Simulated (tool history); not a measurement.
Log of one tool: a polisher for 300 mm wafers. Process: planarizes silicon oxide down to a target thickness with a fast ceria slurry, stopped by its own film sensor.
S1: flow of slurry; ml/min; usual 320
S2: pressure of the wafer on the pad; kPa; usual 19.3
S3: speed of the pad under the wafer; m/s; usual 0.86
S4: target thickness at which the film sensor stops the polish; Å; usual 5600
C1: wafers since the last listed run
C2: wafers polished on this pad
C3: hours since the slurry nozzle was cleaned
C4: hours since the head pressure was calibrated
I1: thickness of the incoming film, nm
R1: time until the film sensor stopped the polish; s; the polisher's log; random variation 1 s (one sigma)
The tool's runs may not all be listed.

| run | day | S1 | S2 | S3 | S4 | C1 | C2 | C3 | C4 | I1 | R1 |
|---|---|---|---|---|---|---|---|---|---|---|---|
| 1 | 0.000 | 320 | 19.3 | 0.86 | 5600 | 0 | 922 | 250.9 | 390.2 | 1530.2 | 75.5 |
|  | 0.233 | worn pad replaced by a new one |
| 2 | 0.712 | 320 | 19.3 | 0.86 | 5600 | 134 | 117 | 268.0 | 407.3 | 1550.6 | 67.1 |
| 3 | 1.217 | 320 | 19.3 | 0.86 | 5600 | 123 | 241 | 280.1 | 419.4 | 1533.1 | 69.3 |
| 4 | 2.575 | 250 | 19.3 | 0.86 | 5600 | 333 | 575 | 312.7 | 452.0 | 1552.7 | 74.2 |
|  | 2.779 | head pressure recalibrated |
| 5 | 3.071 | 250 | 19.3 | 0.86 | 5600 | 101 | 676 | 324.6 | 7.0 | 1534.5 | 73.0 |
| 6 | 3.750 | 320 | 19.3 | 0.86 | 5600 | 166 | 843 | 340.9 | 23.3 | 1540.6 | 75.1 |
| 7 | 4.362 | 320 | 19.3 | 0.86 | 5600 | 150 | 994 | 355.6 | 38.0 | 1511.4 | 72.8 |
|  | 4.883 | worn pad replaced by a new one |
| 8 | 4.904 | 230 | 19.3 | 0.58 | 5600 | 92 | 4 | 368.6 | 51.0 | 1513.6 | 101.0 |
| 9 | 5.329 | 240 | 23.4 | 1.00 | 2180 | 104 | 109 | 378.8 | 61.2 | 1555.2 | 71.1 |
|  | 5.608 | slurry nozzle cleaned |
| 10 | 6.067 | 320 | 19.3 | 0.86 | 5600 | 171 | 280 | 11.0 | 78.9 | 1539.5 | 68.7 |
| 11 | 6.508 | 320 | 19.3 | 0.86 | 5600 | 108 | 388 | 21.6 | 89.5 | 1528.1 | 70.8 |
| 12 | 6.812 | 230 | 19.3 | 0.86 | 8490 | 74 | 463 | 28.9 | 96.8 | 1503.9 | 49.7 |
| 13 | 7.438 | 380 | 17.2 | 0.94 | 5600 | 153 | 617 | 43.9 | 111.8 | 1519.5 | 72.2 |
| 14 | 8.150 | 320 | 19.3 | 1.14 | 5600 | 175 | 792 | 61.0 | 128.9 | 1527.7 | 55.7 |

Forecast each of these 4 alternatives for the next run:
| A | 8.171 | 320 | 19.3 | 0.86 | 5600 | 5 | 797 | 61.5 | 129.4 | 1517.1 | ? |
| B | 8.171 | 320 | 19.3 | 0.98 | 5600 | 5 | 797 | 61.5 | 129.4 | 1517.1 | ? |
| C | 8.171 | 380 | 26.2 | 0.86 | 5600 | 5 | 797 | 61.5 | 129.4 | 1517.1 | ? |
| D | 8.171 | 280 | 24.1 | 0.78 | 4460 | 5 | 797 | 61.5 | 129.4 | 1517.1 | ? |

| run | R1 |
|---|---|
| A | 71.8 |
| B | 63.4 |
| C | 55.1 |
| D | 74.3 |
Without the tool's hidden state the same runs would have given:
| run | R1 |
|---|---|
| A | 65.1 |
| B | 57.4 |
| C | 49.9 |
| D | 67.3 |
